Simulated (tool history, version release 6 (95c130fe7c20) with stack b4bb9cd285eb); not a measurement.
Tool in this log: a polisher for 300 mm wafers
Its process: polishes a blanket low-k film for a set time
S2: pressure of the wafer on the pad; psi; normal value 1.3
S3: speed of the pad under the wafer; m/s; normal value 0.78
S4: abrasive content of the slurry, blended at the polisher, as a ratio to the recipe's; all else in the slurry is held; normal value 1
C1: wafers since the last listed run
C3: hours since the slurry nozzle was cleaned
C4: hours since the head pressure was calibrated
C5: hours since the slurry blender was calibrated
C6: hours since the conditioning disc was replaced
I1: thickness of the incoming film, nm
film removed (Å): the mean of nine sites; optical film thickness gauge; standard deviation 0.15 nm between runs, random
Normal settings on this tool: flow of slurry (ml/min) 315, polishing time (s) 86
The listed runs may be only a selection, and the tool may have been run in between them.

run 1 hour=0 | flow_of_slurry_(ml/min)=315 S2=1.3 S3=0.78 S4=1 polishing_time_(s)=86 | C1=0 wafers_polished_on_this_pad=1439 C3=149.5 C4=106.9 C5=51.3 C6=14.3 | I1=666.8 | film_removed_(Å)=162
run 2 hour=24.6 | flow_of_slurry_(ml/min)=315 S2=1.3 S3=0.78 S4=1 polishing_time_(s)=86 | C1=306 wafers_polished_on_this_pad=1746 C3=174.1 C4=131.5 C5=75.9 C6=38.9 | I1=654.6 | film_removed_(Å)=156
-- hour=48.2 worn pad replaced by a new one
run 3 hour=48.7 | flow_of_slurry_(ml/min)=315 S2=1.3 S3=0.78 S4=1 polishing_time_(s)=86 | C1=250 wafers_polished_on_this_pad=6 C3=198.2 C4=155.6 C5=100 C6=63 | I1=656.6 | film_removed_(Å)=170
run 4 hour=74.8 | flow_of_slurry_(ml/min)=315 S2=1.3 S3=0.78 S4=1 polishing_time_(s)=86 | C1=325 wafers_polished_on_this_pad=332 C3=224.3 C4=181.7 C5=126.1 C6=89.1 | I1=664.6 | film_removed_(Å)=170
run 5 hour=181.5 | flow_of_slurry_(ml/min)=315 S2=1.3 S3=0.78 S4=1 polishing_time_(s)=77 | C1=1330 wafers_polished_on_this_pad=1663 C3=331 C4=288.4 C5=232.8 C6=195.8 | I1=660.9 | film_removed_(Å)=143
-- hour=209.1 worn pad replaced by a new one
-- hour=210 slurry blender recalibrated
run 6 hour=214.3 | flow_of_slurry_(ml/min)=315 S2=1.3 S3=0.78 S4=1 polishing_time_(s)=77 | C1=347 wafers_polished_on_this_pad=53 C3=363.8 C4=321.2 C5=4.3 C6=228.6 | I1=661.1 | film_removed_(Å)=150
-- hour=217.9 slurry nozzle cleaned
run 7 hour=232 | flow_of_slurry_(ml/min)=315 S2=1.3 S3=0.78 S4=1 polishing_time_(s)=86 | C1=208 wafers_polished_on_this_pad=261 C3=14.1 C4=338.9 C5=22 C6=246.3 | I1=669.4 | film_removed_(Å)=168
run 8 hour=247.5 | flow_of_slurry_(ml/min)=315 S2=1.3 S3=0.78 S4=1 polishing_time_(s)=86 | C1=193 wafers_polished_on_this_pad=455 C3=29.6 C4=354.4 C5=37.5 C6=261.8 | I1=655.5 | film_removed_(Å)=165
run 9 hour=278.1 | flow_of_slurry_(ml/min)=315 S2=1.2 S3=0.78 S4=1 polishing_time_(s)=86 | C1=381 wafers_polished_on_this_pad=836 C3=60.2 C4=385 C5=68.1 C6=292.4 | I1=656.3 | film_removed_(Å)=151
run 10 hour=296.5 | flow_of_slurry_(ml/min)=315 S2=1.2 S3=0.78 S4=1 polishing_time_(s)=86 | C1=229 wafers_polished_on_this_pad=1066 C3=78.6 C4=403.4 C5=86.5 C6=310.8 | I1=668.2 | film_removed_(Å)=150
run 11 hour=321.9 | flow_of_slurry_(ml/min)=395 S2=1.7 S3=0.78 S4=1 polishing_time_(s)=86 | C1=316 wafers_polished_on_this_pad=1383 C3=104 C4=428.8 C5=111.9 C6=336.2 | I1=663.6 | film_removed_(Å)=214
-- hour=339.3 head pressure recalibrated
run 12 hour=346.3 | flow_of_slurry_(ml/min)=395 S2=1.7 S3=0.78 S4=1 polishing_time_(s)=86 | C1=279 wafers_polished_on_this_pad=1662 C3=128.4 C4=7 C5=136.3 C6=360.6 | I1=653.4 | film_removed_(Å)=204
-- hour=373.3 worn pad replaced by a new one
run 13 hour=373.8 | flow_of_slurry_(ml/min)=315 S2=1.3 S3=0.78 S4=1 polishing_time_(s)=86 | C1=293 wafers_polished_on_this_pad=6 C3=155.9 C4=34.5 C5=163.8 C6=388.1 | I1=663.5 | film_removed_(Å)=168
run 14 hour=392.4 | flow_of_slurry_(ml/min)=365 S2=1.3 S3=0.78 S4=1 polishing_time_(s)=61 | C1=231 wafers_polished_on_this_pad=238 C3=174.5 C4=53.1 C5=182.4 C6=406.7 | I1=660.5 | film_removed_(Å)=122
run 15 hour=422.8 | flow_of_slurry_(ml/min)=355 S2=1 S3=1 S4=1 polishing_time_(s)=62 | C1=379 wafers_polished_on_this_pad=617 C3=204.9 C4=83.5 C5=212.8 C6=437.1 | I1=646.9 | film_removed_(Å)=111
run 16 hour=471.1 | flow_of_slurry_(ml/min)=210 S2=1.1 S3=0.78 S4=1 polishing_time_(s)=105 | C1=602 wafers_polished_on_this_pad=1219 C3=253.2 C4=131.8 C5=261.1 C6=485.4 | I1=651.3 | film_removed_(Å)=163
-- hour=495.7 slurry blender recalibrated
run 17 hour=503.6 | flow_of_slurry_(ml/min)=315 S2=1.3 S3=0.78 S4=1 polishing_time_(s)=68 | C1=380 wafers_polished_on_this_pad=1600 C3=285.7 C4=164.3 C5=7.9 C6=517.9 | I1=667.5 | film_removed_(Å)=126
run 18 hour=527.1 | flow_of_slurry_(ml/min)=315 S2=1.3 S3=0.78 S4=1 polishing_time_(s)=57 | C1=293 wafers_polished_on_this_pad=1893 C3=309.2 C4=187.8 C5=31.4 C6=541.4 | I1=655.1 | film_removed_(Å)=105
-- hour=531.6 conditioning disc replaced and pad reconditioned
-- hour=539.4 worn pad replaced by a new one
run 19 hour=541 | flow_of_slurry_(ml/min)=315 S2=1.2 S3=0.78 S4=1.15 polishing_time_(s)=86 | C1=98 wafers_polished_on_this_pad=19 C3=323.1 C4=201.7 C5=45.3 C6=9.4 | I1=669.4 | film_removed_(Å)=173
-- hour=545.3 slurry nozzle cleaned
run 20 hour=556.6 | flow_of_slurry_(ml/min)=275 S2=1.3 S3=0.78 S4=1.1 polishing_time_(s)=64 | C1=182 wafers_polished_on_this_pad=201 C3=11.3 C4=217.3 C5=60.9 C6=25 | I1=660.6 | film_removed_(Å)=134
run 21 hour=576.2 | flow_of_slurry_(ml/min)=275 S2=1.3 S3=0.78 S4=1 polishing_time_(s)=86 | C1=244 wafers_polished_on_this_pad=446 C3=30.9 C4=236.9 C5=80.5 C6=44.6 | I1=656.4 | film_removed_(Å)=166
run 22 hour=604.6 | flow_of_slurry_(ml/min)=315 S2=1.3 S3=0.78 S4=0.85 polishing_time_(s)=70 | C1=354 wafers_polished_on_this_pad=800 C3=59.3 C4=265.3 C5=108.9 C6=73 | I1=655.7 | film_removed_(Å)=119
run 23 hour=638.8 | flow_of_slurry_(ml/min)=315 S2=1.1 S3=0.78 S4=1 polishing_time_(s)=86 | C1=426 wafers_polished_on_this_pad=1226 C3=93.5 C4=299.5 C5=143.1 C6=107.2 | I1=653.3 | film_removed_(Å)=138
run 24 hour=655.1 | flow_of_slurry_(ml/min)=315 S2=1.2 S3=0.78 S4=1 polishing_time_(s)=86 | C1=203 wafers_polished_on_this_pad=1430 C3=109.8 C4=315.8 C5=159.4 C6=123.5 | I1=661.7 | film_removed_(Å)=150
-- hour=683.7 worn pad replaced by a new one
run 25 hour=684.2 | flow_of_slurry_(ml/min)=315 S2=1.3 S3=0.78 S4=1 polishing_time_(s)=86 | C1=313 wafers_polished_on_this_pad=6 C3=138.9 C4=344.9 C5=188.5 C6=152.6 | I1=650.6 | film_removed_(Å)=170
run 26 hour=718 | flow_of_slurry_(ml/min)=315 S2=1.3 S3=0.78 S4=0.9 polishing_time_(s)=86 | C1=421 wafers_polished_on_this_pad=428 C3=172.7 C4=378.7 C5=222.3 C6=186.4 | I1=652.5 | film_removed_(Å)=158
run 27 hour=740.1 | flow_of_slurry_(ml/min)=315 S2=1.5 S3=0.78 S4=1.25 polishing_time_(s)=86 | C1=275 wafers_polished_on_this_pad=703 C3=194.8 C4=400.8 C5=244.4 C6=208.5 | I1=655.9 | film_removed_(Å)=223

Entry by entry between the runs, the difference in hidden state between the last listed run before and the first listed run after:
In the gap between runs 2 and 3: worn pad replaced by a new one (hour 48.2)
  removal rate lost through wear of the pad, %: 8.75 -> 0.556
  the result without the hidden state subtracted from the measured one, film removed (Å): -15 -> -1
In the gap between runs 5 and 6: worn pad replaced by a new one (hour 209.1); slurry blender recalibrated (hour 210)
  removal rate lost through wear of the pad, %: 7.77 -> 2.22
  the result without the hidden state subtracted from the measured one, film removed (Å): -12 -> -4
In the gap between runs 6 and 7: slurry nozzle cleaned (hour 217.9)
  removal rate lost through wear of the pad, %: 2.22 -> 2.42
  the result without the hidden state subtracted from the measured one, film removed (Å): -4 -> -5
In the gap between runs 11 and 12: head pressure recalibrated (hour 339.3)
  removal rate lost through wear of the pad, %: 7.37 -> 9.85
  the result without the hidden state subtracted from the measured one, film removed (Å): -17 -> -22
In the gap between runs 12 and 13: worn pad replaced by a new one (hour 373.3)
  removal rate lost through wear of the pad, %: 9.85 -> 0.0877
  the result without the hidden state subtracted from the measured one, film removed (Å): -22 -> +0
In the gap between runs 16 and 17: slurry blender recalibrated (hour 495.7)
  removal rate lost through wear of the pad, %: 3.97 -> 6.98
  the result without the hidden state subtracted from the measured one, film removed (Å): -6 -> -9
In the gap between runs 18 and 19: conditioning disc replaced and pad reconditioned (hour 531.6); worn pad replaced by a new one (hour 539.4)
  removal rate lost through wear of the pad, %: 9.69 -> 0.276
  the result without the hidden state subtracted from the measured one, film removed (Å): -11 -> -1
In the gap between runs 19 and 20: slurry nozzle cleaned (hour 545.3)
  removal rate lost through wear of the pad, %: 0.276 -> 0.395
  the result without the hidden state subtracted from the measured one, film removed (Å): -1 -> +0
In the gap between runs 24 and 25: worn pad replaced by a new one (hour 683.7)
  removal rate lost through wear of the pad, %: 5.7 -> 0.452
  the result without the hidden state subtracted from the measured one, film removed (Å): -9 -> -1

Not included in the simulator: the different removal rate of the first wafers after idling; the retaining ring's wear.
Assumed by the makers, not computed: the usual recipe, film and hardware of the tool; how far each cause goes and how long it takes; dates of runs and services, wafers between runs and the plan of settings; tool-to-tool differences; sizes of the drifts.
